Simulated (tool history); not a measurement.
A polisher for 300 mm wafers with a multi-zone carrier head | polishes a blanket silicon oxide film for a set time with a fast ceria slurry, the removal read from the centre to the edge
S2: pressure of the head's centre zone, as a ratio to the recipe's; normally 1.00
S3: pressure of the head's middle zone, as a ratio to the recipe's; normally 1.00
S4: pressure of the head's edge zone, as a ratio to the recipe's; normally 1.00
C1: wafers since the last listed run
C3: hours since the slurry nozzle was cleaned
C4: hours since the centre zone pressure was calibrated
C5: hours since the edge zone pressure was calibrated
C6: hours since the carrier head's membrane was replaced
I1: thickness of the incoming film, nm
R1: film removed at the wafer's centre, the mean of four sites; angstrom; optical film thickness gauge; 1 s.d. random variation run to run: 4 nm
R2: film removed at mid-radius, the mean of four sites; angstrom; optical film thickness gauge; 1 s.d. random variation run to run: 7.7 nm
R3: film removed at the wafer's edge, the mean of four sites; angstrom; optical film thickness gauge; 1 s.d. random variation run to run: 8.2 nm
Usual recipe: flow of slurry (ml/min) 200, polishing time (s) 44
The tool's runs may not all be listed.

{"run": 1, "day": 0.0, "flow of slurry (ml/min)": 200, "S2": 1.0, "S3": 0.94, "S4": 1.0, "polishing time (s)": 52, "C1": 0, "wafers polished on this pad": 306, "C3": 181.6, "C4": 821.3, "C5": 923.0, "C6": 1829.8, "I1": 2767.0, "R1": 7741, "R2": 6953, "R3": 7243}
{"run": 2, "day": 0.425, "flow of slurry (ml/min)": 200, "S2": 1.0, "S3": 0.94, "S4": 1.0, "polishing time (s)": 52, "C1": 108, "wafers polished on this pad": 414, "C3": 191.8, "C4": 831.5, "C5": 933.2, "C6": 1840.0, "I1": 2759.7, "R1": 7790, "R2": 6758, "R3": 7158}
{"run": 3, "day": 1.092, "flow of slurry (ml/min)": 200, "S2": 1.0, "S3": 0.94, "S4": 1.0, "polishing time (s)": 52, "C1": 169, "wafers polished on this pad": 583, "C3": 207.8, "C4": 847.5, "C5": 949.2, "C6": 1856.0, "I1": 2766.3, "R1": 7732, "R2": 7077, "R3": 7259}
{"day": 1.633, "done": "centre zone pressure recalibrated"}
{"run": 4, "day": 2.6, "flow of slurry (ml/min)": 200, "S2": 1.0, "S3": 1.0, "S4": 0.95, "polishing time (s)": 44, "C1": 362, "wafers polished on this pad": 945, "C3": 244.0, "C4": 23.2, "C5": 985.4, "C6": 1892.2, "I1": 2748.4, "R1": 6009, "R2": 6041, "R3": 6007}
{"run": 5, "day": 3.183, "flow of slurry (ml/min)": 200, "S2": 1.0, "S3": 1.0, "S4": 0.95, "polishing time (s)": 44, "C1": 148, "wafers polished on this pad": 1094, "C3": 258.0, "C4": 37.2, "C5": 999.4, "C6": 1906.2, "I1": 2748.2, "R1": 6048, "R2": 6126, "R3": 5914}
{"day": 3.408, "done": "worn pad replaced by a new one"}
{"run": 6, "day": 3.562, "flow of slurry (ml/min)": 200, "S2": 1.0, "S3": 1.0, "S4": 1.0, "polishing time (s)": 44, "C1": 54, "wafers polished on this pad": 39, "C3": 267.1, "C4": 46.3, "C5": 1008.5, "C6": 1915.3, "I1": 2764.0, "R1": 6005, "R2": 6095, "R3": 5977}
{"run": 7, "day": 3.946, "flow of slurry (ml/min)": 200, "S2": 1.0, "S3": 1.0, "S4": 1.0, "polishing time (s)": 44, "C1": 97, "wafers polished on this pad": 137, "C3": 276.3, "C4": 55.5, "C5": 1017.7, "C6": 1924.5, "I1": 2726.2, "R1": 6067, "R2": 6029, "R3": 5952}
{"run": 8, "day": 4.275, "flow of slurry (ml/min)": 200, "S2": 1.0, "S3": 1.0, "S4": 1.11, "polishing time (s)": 53, "C1": 83, "wafers polished on this pad": 220, "C3": 284.2, "C4": 63.4, "C5": 1025.6, "C6": 1932.4, "I1": 2727.4, "R1": 7385, "R2": 7476, "R3": 7807}
{"day": 4.746, "done": "edge zone pressure recalibrated"}
{"run": 9, "day": 4.842, "flow of slurry (ml/min)": 180, "S2": 1.0, "S3": 1.0, "S4": 1.0, "polishing time (s)": 35, "C1": 122, "wafers polished on this pad": 343, "C3": 297.8, "C4": 77.0, "C5": 2.3, "C6": 1946.0, "I1": 2780.7, "R1": 4764, "R2": 4846, "R3": 4863}
{"day": 6.054, "done": "carrier head's membrane replaced by a new one"}
{"day": 6.617, "done": "slurry nozzle cleaned"}
{"run": 10, "day": 7.067, "flow of slurry (ml/min)": 180, "S2": 1.0, "S3": 1.0, "S4": 1.0, "polishing time (s)": 35, "C1": 502, "wafers polished on this pad": 845, "C3": 10.8, "C4": 130.4, "C5": 55.7, "C6": 24.3, "I1": 2777.3, "R1": 4809, "R2": 4834, "R3": 4743}
{"run": 11, "day": 7.475, "flow of slurry (ml/min)": 200, "S2": 1.0, "S3": 1.0, "S4": 1.0, "polishing time (s)": 53, "C1": 103, "wafers polished on this pad": 949, "C3": 20.6, "C4": 140.2, "C5": 65.5, "C6": 34.1, "I1": 2729.4, "R1": 7358, "R2": 7337, "R3": 7359}
{"run": 12, "day": 8.171, "flow of slurry (ml/min)": 200, "S2": 1.0, "S3": 1.0, "S4": 1.0, "polishing time (s)": 44, "C1": 176, "wafers polished on this pad": 1126, "C3": 37.3, "C4": 156.9, "C5": 82.2, "C6": 50.8, "I1": 2777.5, "R1": 6139, "R2": 6163, "R3": 6078}
{"day": 8.546, "done": "worn pad replaced by a new one"}
{"run": 13, "day": 8.662, "flow of slurry (ml/min)": 145, "S2": 1.0, "S3": 1.0, "S4": 1.0, "polishing time (s)": 44, "C1": 82, "wafers polished on this pad": 29, "C3": 49.1, "C4": 168.7, "C5": 94.0, "C6": 62.6, "I1": 2753.2, "R1": 5823, "R2": 5679, "R3": 5836}
{"run": 14, "day": 9.188, "flow of slurry (ml/min)": 200, "S2": 1.0, "S3": 0.94, "S4": 1.0, "polishing time (s)": 52, "C1": 133, "wafers polished on this pad": 162, "C3": 61.7, "C4": 181.3, "C5": 106.6, "C6": 75.2, "I1": 2720.0, "R1": 7318, "R2": 6910, "R3": 7207}
{"run": 15, "day": 9.608, "flow of slurry (ml/min)": 265, "S2": 1.0, "S3": 1.0, "S4": 0.93, "polishing time (s)": 35, "C1": 106, "wafers polished on this pad": 269, "C3": 71.8, "C4": 191.4, "C5": 116.7, "C6": 85.3, "I1": 2758.7, "R1": 5097, "R2": 5067, "R3": 4739}
{"run": 16, "day": 9.883, "flow of slurry (ml/min)": 200, "S2": 1.05, "S3": 0.96, "S4": 0.96, "polishing time (s)": 44, "C1": 69, "wafers polished on this pad": 339, "C3": 78.4, "C4": 198.0, "C5": 123.3, "C6": 91.9, "I1": 2750.2, "R1": 6447, "R2": 5938, "R3": 5867}
{"run": 17, "day": 10.592, "flow of slurry (ml/min)": 200, "S2": 1.0, "S3": 1.0, "S4": 1.0, "polishing time (s)": 44, "C1": 180, "wafers polished on this pad": 519, "C3": 95.4, "C4": 215.0, "C5": 140.3, "C6": 108.9, "I1": 2800.7, "R1": 6173, "R2": 6029, "R3": 6016}
{"run": 18, "day": 11.058, "flow of slurry (ml/min)": 200, "S2": 1.0, "S3": 0.89, "S4": 1.0, "polishing time (s)": 40, "C1": 118, "wafers polished on this pad": 638, "C3": 106.6, "C4": 226.2, "C5": 151.5, "C6": 120.1, "I1": 2773.8, "R1": 5612, "R2": 5018, "R3": 5542}
{"run": 19, "day": 11.521, "flow of slurry (ml/min)": 200, "S2": 1.0, "S3": 1.0, "S4": 0.94, "polishing time (s)": 44, "C1": 117, "wafers polished on this pad": 755, "C3": 117.7, "C4": 237.3, "C5": 162.6, "C6": 131.2, "I1": 2734.9, "R1": 6155, "R2": 6130, "R3": 5743}
{"run": 20, "day": 11.821, "flow of slurry (ml/min)": 135, "S2": 1.0, "S3": 1.08, "S4": 1.09, "polishing time (s)": 50, "C1": 76, "wafers polished on this pad": 832, "C3": 124.9, "C4": 244.5, "C5": 169.8, "C6": 138.4, "I1": 2766.1, "R1": 6560, "R2": 7035, "R3": 6883}
{"run": 21, "day": 12.25, "flow of slurry (ml/min)": 200, "S2": 1.0, "S3": 1.0, "S4": 0.93, "polishing time (s)": 54, "C1": 109, "wafers polished on this pad": 941, "C3": 135.2, "C4": 254.8, "C5": 180.1, "C6": 148.7, "I1": 2765.0, "R1": 7618, "R2": 7509, "R3": 7269}

Describe how what the log doesn't record of the tool's condition differs between the last listed run preceding each entry between runs and the first listed run following it.
From run 3 to run 4: centre zone pressure recalibrated (day 1.633)
  deviation of the centre zone's pressure from its setpoint, %: 9.65 -> 0.82
  measured result minus the result with no hidden state, R1: +685 -> +49 angstrom
From run 5 to run 6: worn pad replaced by a new one (day 3.408)
  deviation of the centre zone's pressure from its setpoint, %: 0.987 -> 1.1
  measured result minus the result with no hidden state, R1: +60 -> +66 angstrom
From run 8 to run 9: edge zone pressure recalibrated (day 4.746)
  deviation of the centre zone's pressure from its setpoint, %: 1.3 -> 1.46
  measured result minus the result with no hidden state, R1: +95 -> +69 angstrom
From run 9 to run 10: carrier head's membrane replaced by a new one (day 6.054); slurry nozzle cleaned (day 6.617)
  deviation of the centre zone's pressure from its setpoint, %: 1.46 -> 2.1
  measured result minus the result with no hidden state, R1: +69 -> +100 angstrom
From run 12 to run 13: worn pad replaced by a new one (day 8.546)
  deviation of the centre zone's pressure from its setpoint, %: 2.42 -> 2.56
  measured result minus the result with no hidden state, R1: +146 -> +147 angstrom
